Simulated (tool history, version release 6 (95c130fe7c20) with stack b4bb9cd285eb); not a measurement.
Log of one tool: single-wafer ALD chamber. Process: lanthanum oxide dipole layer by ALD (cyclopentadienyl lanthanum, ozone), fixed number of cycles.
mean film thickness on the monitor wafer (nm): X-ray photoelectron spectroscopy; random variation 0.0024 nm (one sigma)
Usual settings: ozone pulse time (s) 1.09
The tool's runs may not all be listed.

| run | day | ozone pulse time (s) | read-back reference wafer on the same gauge, thickness_nm | mean film thickness on the monitor wafer (nm) |
|---|---|---|---|---|
| 1 | 0.000 | 1.09 | 0.464 | 0.558 |
| 2 | 2.754 | 1.09 | 0.464 | 0.553 |
| 3 | 4.675 | 1.09 | 0.464 | 0.553 |
| 4 | 7.312 | 1.34 | 0.464 | 0.587 |
| 5 | 10.038 | 1.34 | 0.464 | 0.582 |
| 6 | 12.317 | 1.34 | 0.464 | 0.582 |
| 7 | 13.575 | 1.38 | 0.463 | 0.588 |
| 8 | 16.471 | 1.35 | 0.464 | 0.585 |
| 9 | 17.771 | 1.35 | 0.464 | 0.583 |
| 10 | 19.517 | 1.35 | 0.463 | 0.588 |
| 11 | 21.983 | 1.09 | 0.464 | 0.556 |
| 12 | 24.950 | 1.09 | 0.463 | 0.558 |
| 13 | 26.975 | 1.09 | 0.464 | 0.552 |
| 14 | 29.542 | 0.71 | 0.464 | 0.471 |
| 15 | 31.917 | 1.49 | 0.464 | 0.592 |
| 16 | 33.283 | 1.09 | 0.463 | 0.555 |
| 17 | 35.692 | 0.97 | 0.464 | 0.536 |
| 18 | 38.667 | 1.09 | 0.464 | 0.555 |
| 19 | 40.304 | 1.50 | 0.463 | 0.592 |
| 20 | 42.038 | 1.51 | 0.463 | 0.593 |
| 21 | 43.746 | 0.81 | 0.463 | 0.502 |
| 22 | 46.375 | 1.40 | 0.465 | 0.583 |
| 23 | 48.058 | 0.68 | 0.464 | 0.467 |
| 24 | 49.558 | 1.09 | 0.464 | 0.554 |
| 25 | 51.188 | 0.66 | 0.464 | 0.459 |
| 26 | 52.342 | 1.09 | 0.465 | 0.557 |
| 27 | 54.242 | 1.09 | 0.464 | 0.554 |
| 28 | 55.633 | 1.09 | 0.463 | 0.552 |
| 29 | 58.021 | 0.85 | 0.464 | 0.510 |
| 30 | 60.812 | 1.33 | 0.464 | 0.584 |
| 31 | 63.225 | 0.80 | 0.463 | 0.498 |
| 32 | 65.350 | 1.45 | 0.464 | 0.590 |
| 33 | 68.308 | 0.77 | 0.465 | 0.489 |
| 34 | 70.954 | 1.09 | 0.465 | 0.555 |
| 35 | 72.304 | 1.20 | 0.464 | 0.571 |

Taken out of this log: 4 entries between the listed runs. Where each belongs, and how the hidden state differs across it:
Between runs 7 and 8: ozone generator serviced (day 16.025)
  no hidden state differs between the two runs
Between runs 13 and 14: thermocouple changed; heater temperature recalibrated (day 28.312)
  no hidden state differs between the two runs
Between runs 16 and 17: showerhead replaced (day 34.583)
  no hidden state differs between the two runs
Between runs 17 and 18: gauge calibrated (day 37.121)
  no hidden state differs between the two runs
